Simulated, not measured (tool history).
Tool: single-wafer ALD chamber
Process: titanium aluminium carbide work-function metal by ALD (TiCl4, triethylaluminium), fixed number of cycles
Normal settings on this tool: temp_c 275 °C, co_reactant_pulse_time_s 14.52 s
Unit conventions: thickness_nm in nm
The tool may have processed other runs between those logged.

run,hour,temp_c,co_reactant_pulse_time_s,wafers since the last listed run,hours since the last thermocouple change,hours since the last triethylaluminium bottle change,hours since the showerhead was replaced,hours since the gauge calibration,"read-back reference wafer on the same gauge, thickness_nm",thickness_nm
1,0.0,275,14.52,0,1836.3,1422.0,6672.1,342.7,1.601,1.823
2,50.5,275,14.52,354,1886.8,1472.5,6722.6,393.2,1.600,1.823
3,118.3,275,14.52,476,1954.6,1540.3,6790.4,461.0,1.600,1.823
4,189.9,275,14.52,502,2026.2,1611.9,6862.0,532.6,1.599,1.808
5,214.8,275,14.52,174,2051.1,1636.8,6886.9,557.5,1.601,1.815
6,272.2,271,18.97,403,2108.5,1694.2,6944.3,614.9,1.600,1.817
7,324.3,271,18.97,365,2160.6,1746.3,6996.4,667.0,1.600,1.818
# hour 385.8: gauge calibrated
8,393.2,271,18.97,483,2229.5,1815.2,7065.3,7.4,1.600,1.815
9,434.4,275,18.69,289,2270.7,1856.4,7106.5,48.6,1.600,1.844
10,496.2,275,18.69,434,2332.5,1918.2,7168.3,110.4,1.599,1.839
11,530.3,275,18.69,239,2366.6,1952.3,7202.4,144.5,1.600,1.845
# hour 596.3: thermocouple changed; heater temperature recalibrated
12,600.5,269,16.59,436,4.2,2022.5,7272.6,214.7,1.600,1.815
13,647.8,268,17.13,332,51.5,2069.8,7319.9,262.0,1.600,1.809
# hour 670.8: triethylaluminium bottle replaced
14,708.0,275,14.52,366,111.7,37.2,7380.1,322.2,1.600,1.887
15,760.6,286,19.46,369,164.3,89.8,7432.7,374.8,1.600,1.982
16,828.0,275,14.52,473,231.7,157.2,7500.1,442.2,1.599,1.878
17,870.0,287,20.08,295,273.7,199.2,7542.1,484.2,1.600,1.989
# hour 888.1: showerhead replaced
18,902.5,275,17.28,172,306.2,231.7,14.4,516.7,1.600,1.892
# hour 934.4: gauge calibrated
19,1009.3,271,18.97,750,413.0,338.5,121.2,74.9,1.601,1.862
20,1209.4,288,19.69,1405,613.1,538.6,321.3,275.0,1.600,1.999
21,1239.7,275,14.52,212,643.4,568.9,351.6,305.3,1.600,1.876
22,1275.9,285,14.52,254,679.6,605.1,387.8,341.5,1.600,1.943

Here are 4 independent what-if runs from the current tool condition. What would each one return?
A,1276.3,282,14.52,2,680.0,605.5,388.2,341.9,?,?
B,1276.3,262,16.79,2,680.0,605.5,388.2,341.9,?,?
C,1276.3,270,14.52,2,680.0,605.5,388.2,341.9,?,?
D,1276.3,269,9.93,2,680.0,605.5,388.2,341.9,?,?

run,"read-back reference wafer on the same gauge, thickness_nm",thickness_nm
A,1.599,1.930
B,1.599,1.786
C,1.599,1.835
D,1.599,1.713
The same runs, with their run-to-run variation unchanged, on a tool lacking any hidden condition would have given:
run,thickness_nm
A,1.957
B,1.806
C,1.862
D,1.774
